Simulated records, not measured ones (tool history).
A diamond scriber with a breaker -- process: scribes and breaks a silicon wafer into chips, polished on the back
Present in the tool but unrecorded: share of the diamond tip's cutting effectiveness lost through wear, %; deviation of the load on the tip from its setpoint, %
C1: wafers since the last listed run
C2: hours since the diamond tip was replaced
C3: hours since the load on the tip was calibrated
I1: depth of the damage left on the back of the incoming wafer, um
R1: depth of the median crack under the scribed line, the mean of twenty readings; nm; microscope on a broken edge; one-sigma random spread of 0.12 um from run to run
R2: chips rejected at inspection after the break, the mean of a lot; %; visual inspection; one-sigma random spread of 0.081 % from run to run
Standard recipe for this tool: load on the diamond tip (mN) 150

Run 1, hour 0.0: usual settings; C1 0; C2 17.7; C3 1497.2; I1 0.04. Result: R1 8060 nm, R2 1.64 %.
Run 2, hour 34.2: usual settings; C1 117; C2 51.9; C3 1531.4; I1 0.03. Result: R1 8080 nm, R2 1.74 %.
Run 3, hour 113.0: usual settings; C1 271; C2 130.7; C3 1610.2; I1 0.02. Result: R1 7940 nm, R2 1.69 %.
Run 4, hour 142.1: usual settings; C1 100; C2 159.8; C3 1639.3; I1 0.04. Result: R1 7920 nm, R2 1.95 %.
Run 5, hour 168.1: usual settings; C1 89; C2 185.8; C3 1665.3; I1 0.03. Result: R1 7930 nm, R2 1.84 %.
Run 6, hour 184.6: usual settings but load on the diamond tip (mN) 160; C1 56; C2 202.3; C3 1681.8; I1 0.02. Result: R1 8160 nm, R2 1.61 %.
Run 7, hour 208.0: usual settings; C1 80; C2 225.7; C3 1705.2; I1 0.04. Result: R1 7700 nm, R2 1.95 %.
At hour 218.7: load on the tip recalibrated.
Run 8, hour 243.6: usual settings but load on the diamond tip (mN) 182; C1 115; C2 261.3; C3 24.9; I1 0.05. Result: R1 8370 nm, R2 1.72 %.
At hour 250.7: diamond tip replaced by a new one.
Run 9, hour 270.1: usual settings but load on the diamond tip (mN) 118; C1 84; C2 19.4; C3 51.4; I1 0.03. Result: R1 6980 nm, R2 3.21 %.
Run 10, hour 292.3: usual settings; C1 76; C2 41.6; C3 73.6; I1 0.02. Result: R1 8030 nm, R2 1.66 %.
Run 11, hour 308.7: usual settings but load on the diamond tip (mN) 110; C1 56; C2 58.0; C3 90.0; I1 0.03. Result: R1 6990 nm, R2 3.93 %.
Run 12, hour 338.1: usual settings but load on the diamond tip (mN) 192; C1 101; C2 87.4; C3 119.4; I1 0.05. Result: R1 9410 nm, R2 3.25 %.
Run 13, hour 366.8: usual settings but load on the diamond tip (mN) 179; C1 98; C2 116.1; C3 148.1; I1 0.03. Result: R1 9040 nm, R2 2.45 %.
Run 14, hour 398.0: usual settings but load on the diamond tip (mN) 138; C1 107; C2 147.3; C3 179.3; I1 0.03. Result: R1 7770 nm, R2 2.11 %.
Run 15, hour 490.2: usual settings but load on the diamond tip (mN) 135; C1 317; C2 239.5; C3 271.5; I1 0.02. Result: R1 7400 nm, R2 3.01 %.

What the log doesn't show, run by run:
deviation of the load on the tip from its setpoint, %: 0 on each run
H1: share of the diamond tip's cutting effectiveness lost through wear, %
run     H1
  1   1.04
  2   1.39
  3   3.46
  4   4.67
  5   5.97
  6   6.89
  7   8.33
  8   10.8
  9  0.329
 10  0.524
 11   0.76
 12   1.38
 13   2.22
 14    3.4
 15   8.54
